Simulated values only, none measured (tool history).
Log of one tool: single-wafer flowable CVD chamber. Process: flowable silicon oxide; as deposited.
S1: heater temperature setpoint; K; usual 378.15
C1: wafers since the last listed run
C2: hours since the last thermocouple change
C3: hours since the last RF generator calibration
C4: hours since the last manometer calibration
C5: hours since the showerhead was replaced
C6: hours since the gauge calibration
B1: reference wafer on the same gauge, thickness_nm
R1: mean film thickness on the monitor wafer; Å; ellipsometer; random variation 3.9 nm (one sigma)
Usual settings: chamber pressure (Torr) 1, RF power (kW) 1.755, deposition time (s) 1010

{"run": 1, "hour": 0.0, "S1": 371.15, "chamber pressure (Torr)": 1, "RF power (kW)": 1.755, "deposition time (s)": 1010, "C1": 0, "C2": 1726.5, "C3": 620.1, "C4": 2648.2, "C5": 5739.2, "C6": 385.9, "B1": 702.94, "R1": 10225.28}
{"run": 2, "hour": 19.1, "S1": 371.15, "chamber pressure (Torr)": 1, "RF power (kW)": 1.755, "deposition time (s)": 1010, "C1": 25, "C2": 1745.6, "C3": 639.2, "C4": 2667.3, "C5": 5758.3, "C6": 405, "B1": 702.651, "R1": 10180.21}
{"run": 3, "hour": 47.3, "S1": 371.15, "chamber pressure (Torr)": 1, "RF power (kW)": 1.755, "deposition time (s)": 1010, "C1": 37, "C2": 1773.8, "C3": 667.4, "C4": 2695.5, "C5": 5786.5, "C6": 433.2, "B1": 702.679, "R1": 10185.81}
{"run": 4, "hour": 75.7, "S1": 378.15, "chamber pressure (Torr)": 1, "RF power (kW)": 1.755, "deposition time (s)": 870, "C1": 37, "C2": 1802.2, "C3": 695.8, "C4": 2723.9, "C5": 5814.9, "C6": 461.6, "B1": 701.69, "R1": 6773.36}
{"run": 5, "hour": 90.8, "S1": 378.15, "chamber pressure (Torr)": 1, "RF power (kW)": 1.755, "deposition time (s)": 870, "C1": 19, "C2": 1817.3, "C3": 710.9, "C4": 2739, "C5": 5830, "C6": 476.7, "B1": 703.251, "R1": 6822.32}
{"run": 6, "hour": 113.0, "S1": 378.15, "chamber pressure (Torr)": 1, "RF power (kW)": 1.755, "deposition time (s)": 870, "C1": 29, "C2": 1839.5, "C3": 733.1, "C4": 2761.2, "C5": 5852.2, "C6": 498.9, "B1": 703.058, "R1": 6722.29}
{"run": 7, "hour": 133.0, "S1": 378.15, "chamber pressure (Torr)": 1, "RF power (kW)": 1.755, "deposition time (s)": 1140, "C1": 26, "C2": 1859.5, "C3": 753.1, "C4": 2781.2, "C5": 5872.2, "C6": 518.9, "B1": 702.371, "R1": 8926.97}
{"run": 8, "hour": 153.5, "S1": 378.15, "chamber pressure (Torr)": 1, "RF power (kW)": 1.755, "deposition time (s)": 1140, "C1": 27, "C2": 1880, "C3": 773.6, "C4": 2801.7, "C5": 5892.7, "C6": 539.4, "B1": 702.617, "R1": 8765.55}
{"run": 9, "hour": 180.3, "S1": 378.15, "chamber pressure (Torr)": 1, "RF power (kW)": 1.755, "deposition time (s)": 1140, "C1": 35, "C2": 1906.8, "C3": 800.4, "C4": 2828.5, "C5": 5919.5, "C6": 566.2, "B1": 703.089, "R1": 8844.37}
{"run": 10, "hour": 202.2, "S1": 378.15, "chamber pressure (Torr)": 1, "RF power (kW)": 1.755, "deposition time (s)": 1010, "C1": 28, "C2": 1928.7, "C3": 822.3, "C4": 2850.4, "C5": 5941.4, "C6": 588.1, "B1": 702.665, "R1": 7880.19}
{"run": 11, "hour": 232.5, "S1": 378.15, "chamber pressure (Torr)": 1, "RF power (kW)": 1.755, "deposition time (s)": 1010, "C1": 40, "C2": 1959, "C3": 852.6, "C4": 2880.7, "C5": 5971.7, "C6": 618.4, "B1": 703.143, "R1": 7790.41}
{"run": 12, "hour": 245.0, "S1": 384.15, "chamber pressure (Torr)": 1, "RF power (kW)": 1.755, "deposition time (s)": 1010, "C1": 16, "C2": 1971.5, "C3": 865.1, "C4": 2893.2, "C5": 5984.2, "C6": 630.9, "B1": 702.744, "R1": 6257.72}
{"run": 13, "hour": 316.9, "S1": 384.15, "chamber pressure (Torr)": 1, "RF power (kW)": 1.755, "deposition time (s)": 1010, "C1": 95, "C2": 2043.4, "C3": 937, "C4": 2965.1, "C5": 6056.1, "C6": 702.8, "B1": 703.386, "R1": 6316.9}
{"run": 14, "hour": 330.8, "S1": 378.15, "chamber pressure (Torr)": 1, "RF power (kW)": 1.755, "deposition time (s)": 1010, "C1": 18, "C2": 2057.3, "C3": 950.9, "C4": 2979, "C5": 6070, "C6": 716.7, "B1": 703.231, "R1": 7825.68}
{"hour": 342.4, "done": "gauge calibrated"}
{"run": 15, "hour": 354.2, "S1": 378.15, "chamber pressure (Torr)": 1, "RF power (kW)": 1.755, "deposition time (s)": 1010, "C1": 30, "C2": 2080.7, "C3": 974.3, "C4": 3002.4, "C5": 6093.4, "C6": 11.8, "B1": 702.824, "R1": 7899.02}
{"run": 16, "hour": 379.0, "S1": 366.15, "chamber pressure (Torr)": 1, "RF power (kW)": 1.755, "deposition time (s)": 1010, "C1": 32, "C2": 2105.5, "C3": 999.1, "C4": 3027.2, "C5": 6118.2, "C6": 36.6, "B1": 702.628, "R1": 12435.23}
{"run": 17, "hour": 392.1, "S1": 378.15, "chamber pressure (Torr)": 1, "RF power (kW)": 1.575, "deposition time (s)": 1010, "C1": 17, "C2": 2118.6, "C3": 1012.2, "C4": 3040.3, "C5": 6131.3, "C6": 49.7, "B1": 702.905, "R1": 7654.08}
{"run": 18, "hour": 405.1, "S1": 378.15, "chamber pressure (Torr)": 1, "RF power (kW)": 1.755, "deposition time (s)": 1010, "C1": 17, "C2": 2131.6, "C3": 1025.2, "C4": 3053.3, "C5": 6144.3, "C6": 62.7, "B1": 703.125, "R1": 7864.24}
{"hour": 413.2, "done": "RF generator calibrated"}
{"hour": 413.9, "done": "showerhead replaced"}
{"run": 19, "hour": 426.2, "S1": 378.15, "chamber pressure (Torr)": 1, "RF power (kW)": 1.755, "deposition time (s)": 1010, "C1": 16, "C2": 2152.7, "C3": 13, "C4": 3074.4, "C5": 12.3, "C6": 83.8, "B1": 703.172, "R1": 7973.58}
{"run": 20, "hour": 456.2, "S1": 378.15, "chamber pressure (Torr)": 1, "RF power (kW)": 1.52, "deposition time (s)": 1010, "C1": 39, "C2": 2182.7, "C3": 43, "C4": 3104.4, "C5": 42.3, "C6": 113.8, "B1": 702.929, "R1": 7604.6}
{"run": 21, "hour": 469.1, "S1": 383.15, "chamber pressure (Torr)": 1.21, "RF power (kW)": 1.55, "deposition time (s)": 1090, "C1": 17, "C2": 2195.6, "C3": 55.9, "C4": 3117.3, "C5": 55.2, "C6": 126.7, "B1": 702.552, "R1": 8028.05}
{"run": 22, "hour": 499.3, "S1": 373.15, "chamber pressure (Torr)": 1, "RF power (kW)": 1.585, "deposition time (s)": 1200, "C1": 39, "C2": 2225.8, "C3": 86.1, "C4": 3147.5, "C5": 85.4, "C6": 156.9, "B1": 704.007, "R1": 11006.09}
{"run": 23, "hour": 527.9, "S1": 385.15, "chamber pressure (Torr)": 1, "RF power (kW)": 1.755, "deposition time (s)": 1010, "C1": 37, "C2": 2254.4, "C3": 114.7, "C4": 3176.1, "C5": 114, "C6": 185.5, "B1": 702.402, "R1": 6095.42}
{"hour": 538.0, "done": "capacitance manometer re-zeroed and calibrated"}
{"hour": 543.8, "done": "thermocouple changed; heater temperature recalibrated"}
{"run": 24, "hour": 544.3, "S1": 378.15, "chamber pressure (Torr)": 0.84, "RF power (kW)": 1.755, "deposition time (s)": 1010, "C1": 3, "C2": 0.5, "C3": 131.1, "C4": 6.3, "C5": 130.4, "C6": 201.9, "B1": 703.211, "R1": 6263.61}
{"run": 25, "hour": 574.5, "S1": 370.15, "chamber pressure (Torr)": 1.14, "RF power (kW)": 2.04, "deposition time (s)": 1010, "C1": 39, "C2": 30.7, "C3": 161.3, "C4": 36.5, "C5": 160.6, "C6": 232.1, "B1": 702.751, "R1": 11476.43}
{"run": 26, "hour": 602.5, "S1": 378.15, "chamber pressure (Torr)": 1, "RF power (kW)": 1.42, "deposition time (s)": 1010, "C1": 37, "C2": 58.7, "C3": 189.3, "C4": 64.5, "C5": 188.6, "C6": 260.1, "B1": 704.24, "R1": 6914.16}
{"run": 27, "hour": 686.0, "S1": 378.15, "chamber pressure (Torr)": 1, "RF power (kW)": 1.755, "deposition time (s)": 1080, "C1": 110, "C2": 142.2, "C3": 272.8, "C4": 148, "C5": 272.1, "C6": 343.6, "B1": 702.295, "R1": 7949.42}

Forecast each of these 4 alternatives for the next run:
{"run": "A", "hour": 686.7, "S1": 378.15, "chamber pressure (Torr)": 1, "RF power (kW)": 1.755, "deposition time (s)": 1200, "C1": 0, "C2": 142.9, "C3": 273.5, "C4": 148.7, "C5": 272.8, "C6": 344.3, "B1": "?", "R1": "?"}
{"run": "B", "hour": 686.7, "S1": 378.15, "chamber pressure (Torr)": 0.81, "RF power (kW)": 1.44, "deposition time (s)": 1150, "C1": 0, "C2": 142.9, "C3": 273.5, "C4": 148.7, "C5": 272.8, "C6": 344.3, "B1": "?", "R1": "?"}
{"run": "C", "hour": 686.7, "S1": 373.15, "chamber pressure (Torr)": 1, "RF power (kW)": 1.91, "deposition time (s)": 1130, "C1": 0, "C2": 142.9, "C3": 273.5, "C4": 148.7, "C5": 272.8, "C6": 344.3, "B1": "?", "R1": "?"}
{"run": "D", "hour": 686.7, "S1": 388.15, "chamber pressure (Torr)": 1, "RF power (kW)": 1.755, "deposition time (s)": 820, "C1": 0, "C2": 142.9, "C3": 273.5, "C4": 148.7, "C5": 272.8, "C6": 344.3, "B1": "?", "R1": "?"}

run=A B1=702.908 R1=8734.44
run=B B1=702.908 R1=6613.28
run=C B1=702.908 R1=10154.02
run=D B1=702.908 R1=4142.09
Without the tool's hidden state the same runs would have given:
run=A R1=8549.69
run=B R1=6473.39
run=C R1=9945.14
run=D R1=4061.53
